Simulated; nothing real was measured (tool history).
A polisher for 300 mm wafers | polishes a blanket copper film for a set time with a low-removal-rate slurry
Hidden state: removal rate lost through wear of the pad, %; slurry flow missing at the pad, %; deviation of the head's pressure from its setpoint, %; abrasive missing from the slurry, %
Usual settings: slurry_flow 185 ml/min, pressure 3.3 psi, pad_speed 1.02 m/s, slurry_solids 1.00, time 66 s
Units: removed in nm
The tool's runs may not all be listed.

| run | hour | slurry_flow | pressure | pad_speed | slurry_solids | time | wafers since the last listed run | wafers polished on this pad | hours since the slurry nozzle was cleaned | hours since the head pressure was calibrated | hours since the slurry blender was calibrated | incoming thickness of the incoming film, nm | removed |
|---|---|---|---|---|---|---|---|---|---|---|---|---|---|
| 1 | 0.0 | 185 | 3.3 | 1.02 | 0.90 | 66 | 0 | 3474 | 333.6 | 473.4 | 337.3 | 697.7 | 204.4 |
|  | 64.7 | slurry nozzle cleaned |
|  | 77.2 | slurry blender recalibrated |
|  | 77.7 | worn pad replaced by a new one |
|  | 103.7 | head pressure recalibrated |
| 2 | 277.9 | 185 | 3.3 | 1.02 | 0.90 | 66 | 2540 | 1848 | 213.2 | 174.2 | 200.7 | 694.3 | 220.1 |
| 3 | 383.8 | 185 | 3.3 | 1.02 | 0.90 | 66 | 987 | 2835 | 319.1 | 280.1 | 306.6 | 678.0 | 213.9 |
|  | 455.5 | worn pad replaced by a new one |
| 4 | 456.0 | 185 | 3.7 | 1.02 | 1.00 | 66 | 635 | 4 | 391.3 | 352.3 | 378.8 | 687.9 | 252.4 |
|  | 546.8 | slurry nozzle cleaned |
| 5 | 553.9 | 185 | 3.7 | 1.02 | 1.00 | 66 | 903 | 907 | 7.1 | 450.2 | 476.7 | 700.2 | 248.0 |
|  | 570.5 | slurry blender recalibrated |
| 6 | 608.5 | 185 | 3.3 | 1.02 | 1.00 | 66 | 490 | 1398 | 61.7 | 504.8 | 38.0 | 694.0 | 221.4 |
|  | 818.5 | head pressure recalibrated |
| 7 | 875.3 | 185 | 4.2 | 1.02 | 1.00 | 66 | 2469 | 3867 | 328.5 | 56.8 | 304.8 | 686.3 | 261.8 |
|  | 928.2 | worn pad replaced by a new one |
|  | 940.2 | slurry nozzle cleaned |
|  | 1054.7 | slurry blender recalibrated |
| 8 | 1140.5 | 185 | 4.2 | 1.02 | 1.00 | 66 | 2407 | 1951 | 200.3 | 322.0 | 85.8 | 688.1 | 285.4 |
| 9 | 1190.2 | 185 | 3.3 | 1.02 | 1.00 | 66 | 463 | 2415 | 250.0 | 371.7 | 135.5 | 691.9 | 225.8 |
| 10 | 1294.8 | 185 | 3.3 | 1.02 | 1.00 | 66 | 975 | 3390 | 354.6 | 476.3 | 240.1 | 690.3 | 219.9 |
|  | 1365.4 | worn pad replaced by a new one |
| 11 | 1375.8 | 185 | 3.3 | 1.02 | 1.00 | 66 | 717 | 97 | 435.6 | 557.3 | 321.1 | 692.9 | 233.9 |
|  | 1429.8 | slurry nozzle cleaned |
| 12 | 1452.1 | 185 | 3.3 | 0.68 | 1.10 | 66 | 702 | 799 | 22.3 | 633.6 | 397.4 | 692.9 | 159.8 |
| 13 | 1513.0 | 185 | 3.3 | 1.02 | 1.00 | 66 | 567 | 1367 | 83.2 | 694.5 | 458.3 | 699.8 | 228.1 |
|  | 1532.1 | head pressure recalibrated |
|  | 1538.7 | slurry blender recalibrated |
| 14 | 1661.1 | 210 | 3.3 | 1.02 | 1.15 | 51 | 1343 | 2710 | 231.3 | 129.0 | 122.4 | 699.0 | 179.8 |
| 15 | 1716.9 | 185 | 3.3 | 1.02 | 1.10 | 66 | 520 | 3230 | 287.1 | 184.8 | 178.2 | 690.5 | 219.7 |
| 16 | 1765.9 | 185 | 3.0 | 0.78 | 1.00 | 49 | 456 | 3687 | 336.1 | 233.8 | 227.2 | 688.5 | 112.0 |
|  | 1788.7 | worn pad replaced by a new one |
|  | 1845.2 | slurry nozzle cleaned |
| 17 | 1845.7 | 185 | 3.3 | 1.02 | 1.00 | 66 | 697 | 522 | 0.5 | 313.6 | 307.0 | 701.0 | 224.7 |
| 18 | 1916.8 | 185 | 3.3 | 1.02 | 1.15 | 73 | 662 | 1185 | 71.6 | 384.7 | 378.1 | 691.4 | 267.3 |
|  | 1956.8 | slurry blender recalibrated |
| 19 | 2010.4 | 185 | 2.6 | 1.12 | 1.15 | 79 | 854 | 2039 | 165.2 | 478.3 | 53.6 | 697.7 | 238.1 |
| 20 | 2109.9 | 185 | 3.3 | 0.66 | 1.00 | 74 | 927 | 2967 | 264.7 | 577.8 | 153.1 | 683.8 | 157.7 |
|  | 2126.1 | head pressure recalibrated |
| 21 | 2154.2 | 185 | 3.3 | 1.32 | 1.25 | 66 | 394 | 3361 | 309.0 | 28.1 | 197.4 | 683.7 | 302.9 |

Forecast each of these 3 alternatives for the next run:
| A | 2154.6 | 185 | 3.3 | 1.02 | 1.00 | 66 | 3 | 3365 | 309.4 | 28.5 | 197.8 | 695.7 | ? |
| B | 2154.6 | 185 | 3.3 | 1.02 | 1.25 | 47 | 3 | 3365 | 309.4 | 28.5 | 197.8 | 695.7 | ? |
| C | 2154.6 | 185 | 2.9 | 1.34 | 0.75 | 80 | 3 | 3365 | 309.4 | 28.5 | 197.8 | 695.7 | ? |

| run | removed |
|---|---|
| A | 218.6 |
| B | 165.9 |
| C | 280.2 |
Without the tool's hidden state the same runs would have given:
| run | removed |
|---|---|
| A | 232.4 |
| B | 176.4 |
| C | 298.0 |
